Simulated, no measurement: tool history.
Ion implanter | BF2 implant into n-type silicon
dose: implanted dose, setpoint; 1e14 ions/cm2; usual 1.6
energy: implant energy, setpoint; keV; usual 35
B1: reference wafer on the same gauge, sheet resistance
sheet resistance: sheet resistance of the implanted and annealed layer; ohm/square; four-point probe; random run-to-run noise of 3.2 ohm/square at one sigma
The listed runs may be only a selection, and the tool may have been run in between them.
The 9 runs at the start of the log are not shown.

{"run": 10, "hour": 123.7, "dose": 1.85, "energy": 35, "B1": 532.03, "sheet resistance": 537.71}
{"run": 11, "hour": 137.0, "dose": 1.6, "energy": 35, "B1": 531.93, "sheet resistance": 601.74}
{"run": 12, "hour": 144.6, "dose": 1.6, "energy": 35, "B1": 531.3, "sheet resistance": 595.78}
{"hour": 160.6, "done": "extraction supply calibrated"}
{"hour": 166.6, "done": "Faraday cup replaced and dose calibrated"}
{"run": 13, "hour": 167.1, "dose": 1.6, "energy": 41.5, "B1": 531.98, "sheet resistance": 585.34}
{"run": 14, "hour": 175.5, "dose": 1.6, "energy": 35, "B1": 532.88, "sheet resistance": 597.61}
{"run": 15, "hour": 184.3, "dose": 1.6, "energy": 35, "B1": 531.64, "sheet resistance": 598.26}
{"run": 16, "hour": 199.7, "dose": 1.6, "energy": 35, "B1": 532.47, "sheet resistance": 602.45}
{"run": 17, "hour": 209.6, "dose": 1.18, "energy": 30.5, "B1": 532.46, "sheet resistance": 778.02}
{"hour": 212.2, "done": "gauge calibrated"}
{"run": 18, "hour": 218.0, "dose": 1.6, "energy": 41.5, "B1": 532.23, "sheet resistance": 584.55}
{"run": 19, "hour": 231.8, "dose": 1.32, "energy": 42, "B1": 531.76, "sheet resistance": 675.11}
{"run": 20, "hour": 247.8, "dose": 1.86, "energy": 28, "B1": 531.73, "sheet resistance": 544.82}
{"run": 21, "hour": 262.8, "dose": 1.86, "energy": 28, "B1": 531.26, "sheet resistance": 545.66}
{"run": 22, "hour": 270.0, "dose": 1.43, "energy": 38.5, "B1": 531.88, "sheet resistance": 652.7}
{"run": 23, "hour": 278.0, "dose": 1.86, "energy": 28, "B1": 531.49, "sheet resistance": 545.3}
{"run": 24, "hour": 293.4, "dose": 1.4, "energy": 35, "B1": 532.11, "sheet resistance": 661.88}
{"run": 25, "hour": 306.0, "dose": 1.43, "energy": 25.5, "B1": 531.95, "sheet resistance": 683.67}
{"run": 26, "hour": 317.3, "dose": 1.6, "energy": 27, "B1": 532.2, "sheet resistance": 617.92}
{"run": 27, "hour": 325.0, "dose": 1.6, "energy": 35, "B1": 532.65, "sheet resistance": 599.87}
{"run": 28, "hour": 334.1, "dose": 1.9, "energy": 31, "B1": 531.22, "sheet resistance": 526.05}
{"run": 29, "hour": 343.6, "dose": 1.91, "energy": 35, "B1": 531.81, "sheet resistance": 523.09}
{"run": 30, "hour": 395.3, "dose": 1.22, "energy": 44, "B1": 531.71, "sheet resistance": 706.84}
{"run": 31, "hour": 404.7, "dose": 1.6, "energy": 35, "B1": 532.54, "sheet resistance": 598.83}
{"run": 32, "hour": 417.0, "dose": 1.83, "energy": 28, "B1": 531.72, "sheet resistance": 553.8}
{"run": 33, "hour": 427.2, "dose": 1.6, "energy": 35, "B1": 532.32, "sheet resistance": 596.96}

Forecast each of these 3 alternatives for the next run:
{"run": "A", "hour": 427.6, "dose": 1.6, "energy": 35, "B1": "?", "sheet resistance": "?"}
{"run": "B", "hour": 427.6, "dose": 1.42, "energy": 25.5, "B1": "?", "sheet resistance": "?"}
{"run": "C", "hour": 427.6, "dose": 1.39, "energy": 24.5, "B1": "?", "sheet resistance": "?"}

run=A B1=532.4 sheet_resistance=597.43
run=B B1=532.4 sheet_resistance=686.73
run=C B1=532.4 sheet_resistance=703.36
Stripped of hidden state, with their random variation kept, the same runs would have yielded:
run=A sheet_resistance=597.43
run=B sheet_resistance=686.73
run=C sheet_resistance=703.36
